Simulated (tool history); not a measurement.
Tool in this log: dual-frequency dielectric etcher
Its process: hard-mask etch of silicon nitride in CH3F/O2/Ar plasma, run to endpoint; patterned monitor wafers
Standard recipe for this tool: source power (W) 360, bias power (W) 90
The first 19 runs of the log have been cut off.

run,day,source power (W),bias power (W),"incoming incoming film thickness, nm",endpoint time (s)
20,10.458,430,90,38.75,46.1
21,10.475,360,77,38.91,53.1
# day 11.192: bias power generator calibrated
22,11.212,320,110,38.8,47
23,11.558,440,80,38.67,46.9
# day 12.975: upper electrode replaced
24,12.996,360,90,38.55,49
25,13.012,360,90,39.03,49.3
26,13.121,360,90,38.53,48.9
27,13.392,360,90,38.62,49
28,13.917,310,98,38.54,49.8
29,14.267,360,90,38.56,48.5
30,14.638,360,90,38.8,48.8
31,15.025,360,80,38.62,50.7
32,15.558,330,83,38.61,52
33,16.05,410,97,38.4,44.2
34,16.604,360,71,38.72,53.7

Each row is a separate what-if for the run after 34, all from the same tool condition, not one after another. Results?
A,16.621,300,90,38.73,?
B,16.621,400,111,38.73,?
C,16.621,420,111,38.73,?
D,16.621,450,90,38.73,?

run,endpoint time (s)
A,52.1
B,42.9
C,42.1
D,44.6
With the hidden condition removed and each run's random variation left untouched, the same runs would have given:
run,endpoint time (s)
A,53.2
B,43.8
C,43
D,45.5
